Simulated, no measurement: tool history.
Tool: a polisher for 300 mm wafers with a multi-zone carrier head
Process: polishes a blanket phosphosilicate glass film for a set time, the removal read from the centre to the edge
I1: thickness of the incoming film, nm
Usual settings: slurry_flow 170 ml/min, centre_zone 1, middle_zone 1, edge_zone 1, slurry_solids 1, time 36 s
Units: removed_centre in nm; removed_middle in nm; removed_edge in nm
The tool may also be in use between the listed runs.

{"run": 1, "hour": 0.0, "slurry_flow": 170, "centre_zone": 1, "middle_zone": 1, "edge_zone": 1, "slurry_solids": 1, "time": 36, "I1": 4496.7, "removed_centre": 246.9, "removed_middle": 254.7, "removed_edge": 253.1}
{"run": 2, "hour": 35.4, "slurry_flow": 170, "centre_zone": 1, "middle_zone": 1.04, "edge_zone": 1, "slurry_solids": 1, "time": 36, "I1": 4467.8, "removed_centre": 249.6, "removed_middle": 261.3, "removed_edge": 247.5}
{"run": 3, "hour": 62.1, "slurry_flow": 170, "centre_zone": 1, "middle_zone": 1, "edge_zone": 1, "slurry_solids": 1, "time": 36, "I1": 4476.7, "removed_centre": 253.7, "removed_middle": 258.5, "removed_edge": 246.9}
{"run": 4, "hour": 91.5, "slurry_flow": 215, "centre_zone": 1, "middle_zone": 1, "edge_zone": 1, "slurry_solids": 1, "time": 36, "I1": 4415.4, "removed_centre": 269.5, "removed_middle": 264.8, "removed_edge": 256.7}
{"run": 5, "hour": 132.9, "slurry_flow": 215, "centre_zone": 1, "middle_zone": 1, "edge_zone": 0.94, "slurry_solids": 0.9, "time": 36, "I1": 4491.9, "removed_centre": 258.2, "removed_middle": 260.3, "removed_edge": 235.4}
{"run": 6, "hour": 167.0, "slurry_flow": 170, "centre_zone": 1, "middle_zone": 1, "edge_zone": 1, "slurry_solids": 1, "time": 36, "I1": 4558, "removed_centre": 256.5, "removed_middle": 249.3, "removed_edge": 244.6}
{"run": 7, "hour": 184.1, "slurry_flow": 170, "centre_zone": 1, "middle_zone": 1, "edge_zone": 1.11, "slurry_solids": 1, "time": 42, "I1": 4510.1, "removed_centre": 288.2, "removed_middle": 291.5, "removed_edge": 297.6}
{"run": 8, "hour": 196.8, "slurry_flow": 170, "centre_zone": 1, "middle_zone": 1, "edge_zone": 1, "slurry_solids": 1, "time": 25, "I1": 4525.3, "removed_centre": 173.5, "removed_middle": 170.5, "removed_edge": 164.9}
{"run": 9, "hour": 212.5, "slurry_flow": 170, "centre_zone": 1, "middle_zone": 1, "edge_zone": 1, "slurry_solids": 1, "time": 36, "I1": 4460, "removed_centre": 252.7, "removed_middle": 243.4, "removed_edge": 241.9}
{"run": 10, "hour": 243.0, "slurry_flow": 195, "centre_zone": 1, "middle_zone": 1, "edge_zone": 0.94, "slurry_solids": 1.3, "time": 45, "I1": 4500, "removed_centre": 348, "removed_middle": 338.4, "removed_edge": 319.3}
{"run": 11, "hour": 321.8, "slurry_flow": 220, "centre_zone": 1, "middle_zone": 1, "edge_zone": 1, "slurry_solids": 1, "time": 36, "I1": 4492.6, "removed_centre": 283.3, "removed_middle": 271.8, "removed_edge": 253.7}
{"run": 12, "hour": 354.8, "slurry_flow": 200, "centre_zone": 0.97, "middle_zone": 0.96, "edge_zone": 1, "slurry_solids": 1, "time": 36, "I1": 4469.5, "removed_centre": 266.3, "removed_middle": 249.1, "removed_edge": 250.6}
{"run": 13, "hour": 374.0, "slurry_flow": 170, "centre_zone": 1, "middle_zone": 1, "edge_zone": 1, "slurry_solids": 1, "time": 36, "I1": 4533.5, "removed_centre": 263.6, "removed_middle": 251, "removed_edge": 246.8}
{"run": 14, "hour": 399.4, "slurry_flow": 220, "centre_zone": 1, "middle_zone": 1, "edge_zone": 0.95, "slurry_solids": 0.75, "time": 46, "I1": 4560.6, "removed_centre": 333.2, "removed_middle": 318.4, "removed_edge": 296.5}
{"run": 15, "hour": 479.3, "slurry_flow": 170, "centre_zone": 1.03, "middle_zone": 0.89, "edge_zone": 1, "slurry_solids": 1, "time": 36, "I1": 4398.7, "removed_centre": 274.5, "removed_middle": 232.9, "removed_edge": 243.4}
{"run": 16, "hour": 504.7, "slurry_flow": 115, "centre_zone": 1, "middle_zone": 1.06, "edge_zone": 1, "slurry_solids": 1.15, "time": 36, "I1": 4464.5, "removed_centre": 239.7, "removed_middle": 242.5, "removed_edge": 233.9}
{"run": 17, "hour": 519.1, "slurry_flow": 170, "centre_zone": 1.04, "middle_zone": 1, "edge_zone": 1, "slurry_solids": 1, "time": 36, "I1": 4537.7, "removed_centre": 272.6, "removed_middle": 247.1, "removed_edge": 239.5}
{"run": 18, "hour": 535.8, "slurry_flow": 170, "centre_zone": 0.89, "middle_zone": 1, "edge_zone": 1, "slurry_solids": 1, "time": 36, "I1": 4517.1, "removed_centre": 234, "removed_middle": 247.1, "removed_edge": 241.2}
{"run": 19, "hour": 565.6, "slurry_flow": 170, "centre_zone": 1, "middle_zone": 0.96, "edge_zone": 0.91, "slurry_solids": 0.8, "time": 30, "I1": 4498.4, "removed_centre": 202.9, "removed_middle": 186.4, "removed_edge": 184.6}
{"run": 20, "hour": 582.9, "slurry_flow": 205, "centre_zone": 1, "middle_zone": 1, "edge_zone": 1, "slurry_solids": 1, "time": 36, "I1": 4542.1, "removed_centre": 266.7, "removed_middle": 246.7, "removed_edge": 246}
{"run": 21, "hour": 604.1, "slurry_flow": 170, "centre_zone": 1, "middle_zone": 1, "edge_zone": 1, "slurry_solids": 1, "time": 36, "I1": 4426.4, "removed_centre": 251.9, "removed_middle": 241.1, "removed_edge": 230.3}
{"run": 22, "hour": 627.0, "slurry_flow": 170, "centre_zone": 1.11, "middle_zone": 1.1, "edge_zone": 1, "slurry_solids": 0.9, "time": 43, "I1": 4397.8, "removed_centre": 317.5, "removed_middle": 294.8, "removed_edge": 269.7}

Not shown: 6 entries that the log had between the listed runs. Between which runs, and how does the tool's hidden state differ before and after?
Between runs 4 and 5: worn pad replaced by a new one (hour 128.6); carrier head's membrane replaced by a new one (hour 132.4)
  slurry flow missing at the pad, %: 7.32 -> 10; deviation of the centre zone's pressure from its setpoint, %: 3.04 -> 4.2
  measured less the result without the state, removed_centre: +4.1 -> +5.3 nm; removed_middle: -3.1 -> -4.3 nm; removed_edge: -2.2 -> -2.9 nm
Between runs 8 and 9: edge zone pressure recalibrated (hour 207.6)
  slurry flow missing at the pad, %: 15.6 -> 17.2; deviation of the centre zone's pressure from its setpoint, %: 5.68 -> 6
  measured less the result without the state, removed_centre: +2.3 -> +2.7 nm; removed_middle: -6.1 -> -9.8 nm; removed_edge: -4.1 -> -6.9 nm
Between runs 10 and 11: slurry nozzle cleaned (hour 263.5)
  slurry flow missing at the pad, %: 20.6 -> 3.93; deviation of the centre zone's pressure from its setpoint, %: 6.57 -> 7.79
  measured less the result without the state, removed_centre: +4.2 -> +17.7 nm; removed_middle: -14.9 -> -1.7 nm; removed_edge: -10.1 -> -1.1 nm
Between runs 11 and 12: worn pad replaced by a new one (hour 329.5)
  slurry flow missing at the pad, %: 3.93 -> 4.93; deviation of the centre zone's pressure from its setpoint, %: 7.79 -> 8.21
  measured less the result without the state, removed_centre: +17.7 -> +17 nm; removed_middle: -1.7 -> -2.1 nm; removed_edge: -1.1 -> -1.5 nm
Between runs 16 and 17: worn pad replaced by a new one (hour 518.7)
  slurry flow missing at the pad, %: 15 -> 16.5; deviation of the centre zone's pressure from its setpoint, %: 9.61 -> 9.71
  measured less the result without the state, removed_centre: +6.8 -> +12.1 nm; removed_middle: -12.6 -> -9.5 nm; removed_edge: -8.1 -> -6.5 nm
